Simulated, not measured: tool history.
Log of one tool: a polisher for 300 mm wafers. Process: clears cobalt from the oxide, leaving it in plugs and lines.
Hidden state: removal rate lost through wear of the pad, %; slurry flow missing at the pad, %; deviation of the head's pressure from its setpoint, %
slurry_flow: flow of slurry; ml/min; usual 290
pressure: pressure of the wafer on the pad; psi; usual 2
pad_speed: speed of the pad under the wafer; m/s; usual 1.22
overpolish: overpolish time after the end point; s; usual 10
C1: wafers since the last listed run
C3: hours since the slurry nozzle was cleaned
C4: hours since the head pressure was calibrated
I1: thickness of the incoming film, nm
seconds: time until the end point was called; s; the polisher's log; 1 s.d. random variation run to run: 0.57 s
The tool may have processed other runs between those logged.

run 1 day=0 | slurry_flow=290 pressure=2 pad_speed=1.22 overpolish=10 | C1=0 wafers_polished_on_this_pad=5258 C3=161.6 C4=533.9 | I1=196.7 | seconds=37
-- day=1.383 worn pad replaced by a new one
run 2 day=2.879 | slurry_flow=290 pressure=2 pad_speed=1.22 overpolish=10 | C1=1140 wafers_polished_on_this_pad=629 C3=230.7 C4=603 | I1=202.3 | seconds=38.3
run 3 day=6.704 | slurry_flow=290 pressure=2 pad_speed=1.22 overpolish=10 | C1=1608 wafers_polished_on_this_pad=2237 C3=322.5 C4=694.8 | I1=200.3 | seconds=36.8
run 4 day=10.592 | slurry_flow=290 pressure=2 pad_speed=1.22 overpolish=10 | C1=1634 wafers_polished_on_this_pad=3872 C3=415.8 C4=788.1 | I1=195.8 | seconds=36.1
-- day=12.812 slurry nozzle cleaned
run 5 day=13.004 | slurry_flow=290 pressure=2 pad_speed=1.22 overpolish=10 | C1=996 wafers_polished_on_this_pad=4869 C3=4.6 C4=846 | I1=202.4 | seconds=37.8
-- day=13.75 head pressure recalibrated
run 6 day=15.283 | slurry_flow=290 pressure=2 pad_speed=1.22 overpolish=10 | C1=923 wafers_polished_on_this_pad=5792 C3=59.3 C4=36.8 | I1=198.5 | seconds=36.4
-- day=16.296 worn pad replaced by a new one
run 7 day=17.025 | slurry_flow=290 pressure=2 pad_speed=1.22 overpolish=10 | C1=662 wafers_polished_on_this_pad=307 C3=101.1 C4=78.6 | I1=201.9 | seconds=37.3
run 8 day=24.771 | slurry_flow=290 pressure=2 pad_speed=1.22 overpolish=10 | C1=3256 wafers_polished_on_this_pad=3564 C3=287 C4=264.5 | I1=200.4 | seconds=38.2
run 9 day=28.421 | slurry_flow=290 pressure=2 pad_speed=1.22 overpolish=10 | C1=1534 wafers_polished_on_this_pad=5098 C3=374.6 C4=352.1 | I1=203.2 | seconds=38.9
run 10 day=30.004 | slurry_flow=290 pressure=2 pad_speed=1.22 overpolish=10 | C1=665 wafers_polished_on_this_pad=5764 C3=412.6 C4=390.1 | I1=203.4 | seconds=38.1
-- day=31.238 slurry nozzle cleaned
-- day=31.354 worn pad replaced by a new one
run 11 day=32.988 | slurry_flow=290 pressure=2 pad_speed=1.22 overpolish=10 | C1=1187 wafers_polished_on_this_pad=686 C3=42 C4=461.7 | I1=199.1 | seconds=36.9
run 12 day=43.4 | slurry_flow=290 pressure=2.6 pad_speed=1.58 overpolish=10 | C1=4378 wafers_polished_on_this_pad=5065 C3=291.9 C4=711.6 | I1=200.2 | seconds=24.5
-- day=46.112 worn pad replaced by a new one
run 13 day=46.133 | slurry_flow=290 pressure=2 pad_speed=1.22 overpolish=10 | C1=1079 wafers_polished_on_this_pad=8 C3=357.5 C4=777.2 | I1=196.1 | seconds=36.3
run 14 day=48.688 | slurry_flow=290 pressure=2 pad_speed=1.22 overpolish=10 | C1=1073 wafers_polished_on_this_pad=1082 C3=418.8 C4=838.5 | I1=203.1 | seconds=38.8
-- day=49.721 slurry nozzle cleaned
-- day=51.558 head pressure recalibrated
run 15 day=52.583 | slurry_flow=290 pressure=1.6 pad_speed=1.04 overpolish=10 | C1=1585 wafers_polished_on_this_pad=2667 C3=68.7 C4=24.6 | I1=199.1 | seconds=52.1
run 16 day=55.262 | slurry_flow=355 pressure=2 pad_speed=0.82 overpolish=10 | C1=1126 wafers_polished_on_this_pad=3794 C3=133 C4=88.9 | I1=202.7 | seconds=50.2
run 17 day=59.25 | slurry_flow=235 pressure=2.5 pad_speed=1.22 overpolish=10 | C1=1676 wafers_polished_on_this_pad=5471 C3=228.7 C4=184.6 | I1=196.8 | seconds=31.2
run 18 day=61.279 | slurry_flow=290 pressure=2 pad_speed=1.22 overpolish=7 | C1=853 wafers_polished_on_this_pad=6324 C3=277.4 C4=233.3 | I1=203.6 | seconds=38.3
-- day=62.204 worn pad replaced by a new one
run 19 day=63.846 | slurry_flow=290 pressure=2 pad_speed=1.6 overpolish=10 | C1=1009 wafers_polished_on_this_pad=690 C3=339 C4=294.9 | I1=197.3 | seconds=30
-- day=67.433 slurry nozzle cleaned
run 20 day=72.779 | slurry_flow=290 pressure=2 pad_speed=1.22 overpolish=10 | C1=3738 wafers_polished_on_this_pad=4429 C3=128.3 C4=509.3 | I1=203 | seconds=37.5
run 21 day=76.3 | slurry_flow=290 pressure=2.3 pad_speed=1.22 overpolish=10 | C1=1480 wafers_polished_on_this_pad=5910 C3=212.8 C4=593.8 | I1=198.2 | seconds=32.1
run 22 day=78.033 | slurry_flow=290 pressure=2.3 pad_speed=1.22 overpolish=10 | C1=728 wafers_polished_on_this_pad=6639 C3=254.4 C4=635.4 | I1=196 | seconds=32.2

Below are 3 alternative next runs, each starting from the tool's condition after run 22. Predict each:
run A day=78.05 | slurry_flow=290 pressure=2 pad_speed=1.36 overpolish=10 | C1=7 wafers_polished_on_this_pad=6646 C3=254.8 C4=635.8 | I1=198.5 | seconds=?
run B day=78.05 | slurry_flow=290 pressure=2 pad_speed=1.38 overpolish=10 | C1=7 wafers_polished_on_this_pad=6646 C3=254.8 C4=635.8 | I1=198.5 | seconds=?
run C day=78.05 | slurry_flow=290 pressure=2 pad_speed=1.22 overpolish=13 | C1=7 wafers_polished_on_this_pad=6646 C3=254.8 C4=635.8 | I1=198.5 | seconds=?

run=A seconds=34.5
run=B seconds=34.1
run=C seconds=37.6
Without the tool's hidden state the same runs would have given:
run=A seconds=34.5
run=B seconds=34.1
run=C seconds=37.6
